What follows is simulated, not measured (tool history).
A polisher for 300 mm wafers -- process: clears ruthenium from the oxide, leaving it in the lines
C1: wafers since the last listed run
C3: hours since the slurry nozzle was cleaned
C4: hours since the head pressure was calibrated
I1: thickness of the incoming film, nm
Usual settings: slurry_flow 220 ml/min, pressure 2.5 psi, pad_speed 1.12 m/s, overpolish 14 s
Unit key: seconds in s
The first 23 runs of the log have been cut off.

At hour 596.6: slurry nozzle cleaned.
Run 24, hour 600.4: usual settings but overpolish 7 s; C1 77; wafers polished on this pad 956; C3 3.8; C4 306.2; I1 138.7. Result: seconds 114.8 s.
At hour 628.2: head pressure recalibrated.
At hour 646.4: worn pad replaced by a new one.
Run 25, hour 686.3: usual settings; C1 433; wafers polished on this pad 216; C3 89.7; C4 58.1; I1 141.4. Result: seconds 106.0 s.
Run 26, hour 721.6: usual settings but overpolish 12 s; C1 191; wafers polished on this pad 407; C3 125.0; C4 93.4; I1 141.1. Result: seconds 112.3 s.
Run 27, hour 735.3: usual settings but pressure 2.8 psi; C1 74; wafers polished on this pad 482; C3 138.7; C4 107.1; I1 138.4. Result: seconds 97.5 s.
Run 28, hour 763.1: usual settings; C1 150; wafers polished on this pad 633; C3 166.5; C4 134.9; I1 142.3. Result: seconds 115.7 s.
Run 29, hour 795.7: usual settings; C1 176; wafers polished on this pad 809; C3 199.1; C4 167.5; I1 138.1. Result: seconds 110.8 s.
Run 30, hour 825.2: usual settings; C1 160; wafers polished on this pad 970; C3 228.6; C4 197.0; I1 137.7. Result: seconds 110.3 s.
Run 31, hour 885.7: usual settings but overpolish 9 s; C1 328; wafers polished on this pad 1298; C3 289.1; C4 257.5; I1 139.6. Result: seconds 118.3 s.
Run 32, hour 898.9: usual settings but slurry_flow 190 ml/min, pad_speed 0.82 m/s; C1 71; wafers polished on this pad 1369; C3 302.3; C4 270.7; I1 138.0. Result: seconds 151.6 s.
At hour 918.1: worn pad replaced by a new one.
Run 33, hour 918.6: usual settings; C1 85; wafers polished on this pad 2; C3 322.0; C4 290.4; I1 140.4. Result: seconds 115.0 s.
Run 34, hour 941.8: usual settings but slurry_flow 145 ml/min, pad_speed 0.82 m/s, overpolish 9 s; C1 125; wafers polished on this pad 128; C3 345.2; C4 313.6; I1 139.4. Result: seconds 164.0 s.
Run 35, hour 975.1: usual settings but slurry_flow 185 ml/min, pressure 2.8 psi, pad_speed 1.34 m/s, overpolish 7 s; C1 180; wafers polished on this pad 309; C3 378.5; C4 346.9; I1 139.7. Result: seconds 88.0 s.
Run 36, hour 1000.3: usual settings but pressure 3.3 psi, pad_speed 0.80 m/s, overpolish 8 s; C1 136; wafers polished on this pad 445; C3 403.7; C4 372.1; I1 138.5. Result: seconds 113.0 s.
At hour 1024.6: head pressure recalibrated.
Run 37, hour 1078.2: usual settings but overpolish 11 s; C1 411; wafers polished on this pad 857; C3 481.6; C4 53.6; I1 139.4. Result: seconds 103.6 s.
Run 38, hour 1092.2: usual settings but pad_speed 1.28 m/s; C1 75; wafers polished on this pad 933; C3 495.6; C4 67.6; I1 140.4. Result: seconds 96.5 s.

Alternative continuations, all from the tool just after run 38; predict every row:
Run A, hour 1092.6: usual settings but pressure 3.3 psi; C1 2; wafers polished on this pad 935; C3 496.0; C4 68.0; I1 141.1. Result: seconds ?.
Run B, hour 1092.6: usual settings but slurry_flow 165 ml/min, pressure 2.1 psi, pad_speed 1.02 m/s; C1 2; wafers polished on this pad 935; C3 496.0; C4 68.0; I1 141.1. Result: seconds ?.
Run C, hour 1092.6: usual settings but pressure 1.7 psi; C1 2; wafers polished on this pad 935; C3 496.0; C4 68.0; I1 141.1. Result: seconds ?.

run  seconds
  A     84.6
  B    149.6
  C    164.2
With no hidden state in the tool, these same runs would have given:
run  seconds
  A     81.3
  B    143.7
  C    157.8

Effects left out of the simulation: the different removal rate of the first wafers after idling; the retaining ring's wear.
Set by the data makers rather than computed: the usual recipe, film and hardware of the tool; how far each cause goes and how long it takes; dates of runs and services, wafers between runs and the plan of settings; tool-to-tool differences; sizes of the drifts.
